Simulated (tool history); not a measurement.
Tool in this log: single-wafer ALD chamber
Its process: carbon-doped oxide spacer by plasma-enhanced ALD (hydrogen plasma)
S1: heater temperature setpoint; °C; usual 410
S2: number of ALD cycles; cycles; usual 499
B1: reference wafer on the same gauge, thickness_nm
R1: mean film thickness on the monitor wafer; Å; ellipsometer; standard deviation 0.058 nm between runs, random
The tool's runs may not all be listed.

{"run": 1, "hour": 0.0, "S1": 410, "S2": 499, "B1": 22.389, "R1": 227.77}
{"run": 2, "hour": 72.0, "S1": 410, "S2": 536, "B1": 22.404, "R1": 245.51}
{"run": 3, "hour": 113.9, "S1": 410, "S2": 536, "B1": 22.39, "R1": 245.84}
{"run": 4, "hour": 148.5, "S1": 410, "S2": 499, "B1": 22.406, "R1": 228.09}
{"run": 5, "hour": 194.2, "S1": 410, "S2": 499, "B1": 22.401, "R1": 228.76}
{"run": 6, "hour": 244.5, "S1": 406, "S2": 450, "B1": 22.423, "R1": 206.85}
{"run": 7, "hour": 270.0, "S1": 406, "S2": 450, "B1": 22.403, "R1": 208.16}
{"run": 8, "hour": 298.7, "S1": 410, "S2": 499, "B1": 22.4, "R1": 228.24}
{"run": 9, "hour": 337.0, "S1": 417, "S2": 585, "B1": 22.385, "R1": 261.83}
{"run": 10, "hour": 393.1, "S1": 395, "S2": 420, "B1": 22.397, "R1": 199.31}
{"hour": 442.6, "done": "thermocouple changed; heater temperature recalibrated"}
{"run": 11, "hour": 454.4, "S1": 410, "S2": 439, "B1": 22.417, "R1": 202.92}
{"hour": 516.8, "done": "gauge calibrated"}
{"run": 12, "hour": 585.7, "S1": 406, "S2": 450, "B1": 22.405, "R1": 210.76}
{"run": 13, "hour": 622.9, "S1": 396, "S2": 545, "B1": 22.413, "R1": 261.5}
{"run": 14, "hour": 664.3, "S1": 410, "S2": 403, "B1": 22.407, "R1": 187.55}
{"run": 15, "hour": 732.1, "S1": 419, "S2": 575, "B1": 22.408, "R1": 258.96}
{"run": 16, "hour": 773.2, "S1": 399, "S2": 405, "B1": 22.372, "R1": 193.06}

For run 17, what comes out?
{"run": 17, "hour": 827.3, "S1": 410, "S2": 499, "B1": "?", "R1": "?"}

Run 17 came out at B1 22.413, R1 229.91 Å.
Without the tool's hidden state the same run would have given R1 230.95 Å.
